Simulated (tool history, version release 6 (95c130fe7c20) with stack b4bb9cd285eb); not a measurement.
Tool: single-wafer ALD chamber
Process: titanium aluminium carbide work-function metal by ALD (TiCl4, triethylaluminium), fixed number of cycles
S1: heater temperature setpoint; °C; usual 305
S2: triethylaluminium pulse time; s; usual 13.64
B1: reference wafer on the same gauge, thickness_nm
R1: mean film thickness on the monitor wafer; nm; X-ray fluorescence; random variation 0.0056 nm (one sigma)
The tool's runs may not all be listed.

run 1 hour=0.0 | S1=305 S2=13.64 | B1=2.680 | R1=2.258
run 2 hour=16.6 | S1=305 S2=13.64 | B1=2.681 | R1=2.262
run 3 hour=29.0 | S1=308 S2=13.64 | B1=2.684 | R1=2.300
run 4 hour=44.9 | S1=308 S2=13.64 | B1=2.684 | R1=2.301
run 5 hour=61.8 | S1=308 S2=13.64 | B1=2.685 | R1=2.304
run 6 hour=74.1 | S1=312 S2=13.64 | B1=2.689 | R1=2.343
run 7 hour=107.9 | S1=312 S2=13.64 | B1=2.690 | R1=2.349
run 8 hour=117.2 | S1=312 S2=13.64 | B1=2.691 | R1=2.357
-- hour=128.2 thermocouple changed; heater temperature recalibrated
run 9 hour=128.7 | S1=305 S2=17.39 | B1=2.693 | R1=2.289
-- hour=138.7 gauge calibrated
-- hour=147.8 triethylaluminium bottle replaced
run 10 hour=148.3 | S1=305 S2=17.39 | B1=2.671 | R1=2.266
-- hour=158.3 showerhead replaced
run 11 hour=158.8 | S1=305 S2=13.64 | B1=2.670 | R1=2.265
run 12 hour=169.5 | S1=298 S2=13.64 | B1=2.673 | R1=2.177

Run 13 comes next. What will it give?
run 13 hour=187.2 | S1=312 S2=15.73 | B1=? | R1=?

{"run 13": {"B1": 2.675, "R1": 2.344}}
Without the tool's hidden state the same run would have given R1 2.340 nm.
